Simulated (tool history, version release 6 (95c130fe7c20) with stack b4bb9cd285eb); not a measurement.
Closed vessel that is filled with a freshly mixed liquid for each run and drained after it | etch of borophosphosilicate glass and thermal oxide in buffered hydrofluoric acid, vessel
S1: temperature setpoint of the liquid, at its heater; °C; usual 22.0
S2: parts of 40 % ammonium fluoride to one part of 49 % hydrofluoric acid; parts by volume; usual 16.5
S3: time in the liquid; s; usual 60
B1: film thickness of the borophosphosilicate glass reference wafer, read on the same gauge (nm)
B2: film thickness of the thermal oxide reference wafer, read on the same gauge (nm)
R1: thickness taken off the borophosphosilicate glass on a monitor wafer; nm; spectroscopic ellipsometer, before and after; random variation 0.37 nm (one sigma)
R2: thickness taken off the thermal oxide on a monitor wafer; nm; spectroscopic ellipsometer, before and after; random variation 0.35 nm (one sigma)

run   hour    S1    S2  S3     B1      B2      R1     R2
  1    0.0  22.0  18.5  60  30.03  129.99   59.21  31.02
  2   44.9  22.0  18.5  60  30.00  130.01   59.55  30.98
  3   54.8  22.0  18.5  60  30.01  130.01   59.60  30.47
  4   62.4  22.0  16.5  60  30.01  130.01   66.04  33.72
  5   75.3  22.0  16.5  60  29.97  130.01   66.34  33.80
  6  123.5  22.0  16.5  60  30.02  130.00   65.21  34.19
  7  131.9  22.0  16.5  60  29.99  130.01   65.56  33.58
     144.9  -- thermometer replaced
  8  168.0  22.0  16.5  50  30.03  129.97   54.26  28.07
  9  185.8  22.0  16.5  60  30.02  129.98   65.46  33.71
 10  200.0  25.5  16.5  60  30.01  130.00   79.15  40.75
 11  206.8  25.5  16.5  60  30.01  129.99   78.89  40.40
     218.0  -- hydrofluoric acid flow meter replaced
 12  223.0  22.0  16.5  60  29.94  130.00   71.73  37.14
 13  231.5  25.0  12.5  60  29.99  129.99  111.31  57.98
 14  240.0  22.0  16.5  60  30.02  130.00   72.09  37.11
 15  252.4  24.5  21.0  75  29.98  130.02   82.81  42.34
     271.4  -- gauge calibrated
 16  285.8  22.0  16.5  60  30.02  130.01   71.47  37.09
 17  297.5  24.5  16.5  60  29.99  129.99   82.35  42.28
 18  312.3  18.5  22.0  35  29.97  130.02   26.89  13.77
 19  322.3  26.0  16.5  60  29.99  129.99   89.51  45.40
 20  330.4  26.0  19.5  60  30.00  130.01   75.04  39.06
 21  338.0  26.5  16.5  60  30.02  130.02   91.49  47.01
 22  346.1  24.0  22.5  75  29.98  129.98   76.68  39.37
 23  359.9  22.0  16.5  80  30.01  130.00   95.17  48.93
 24  372.8  20.0  19.0  70  29.96  130.00   65.03  33.20
 25  379.3  22.0  16.5  60  29.99  130.00   71.54  36.30

Forecast each of these 4 alternatives for the next run:
  A  380.0  22.0  16.5  60   ?   ?   ?   ?
  B  380.0  26.0  21.0  30   ?   ?   ?   ?
  C  380.0  22.0  19.5  60   ?   ?   ?   ?
  D  380.0  25.5  10.0  60   ?   ?   ?   ?

run     B1      B2      R1     R2
  A  30.03  130.02   70.92  36.25
  B  30.03  130.02   35.53  18.21
  C  30.03  130.02   60.20  30.79
  D  30.03  130.02  140.34  71.69
Without the tool's hidden state the same runs would have given:
run      R1     R2
  A   73.08  37.35
  B   36.28  18.60
  C   61.94  31.68
  D  144.59  73.85
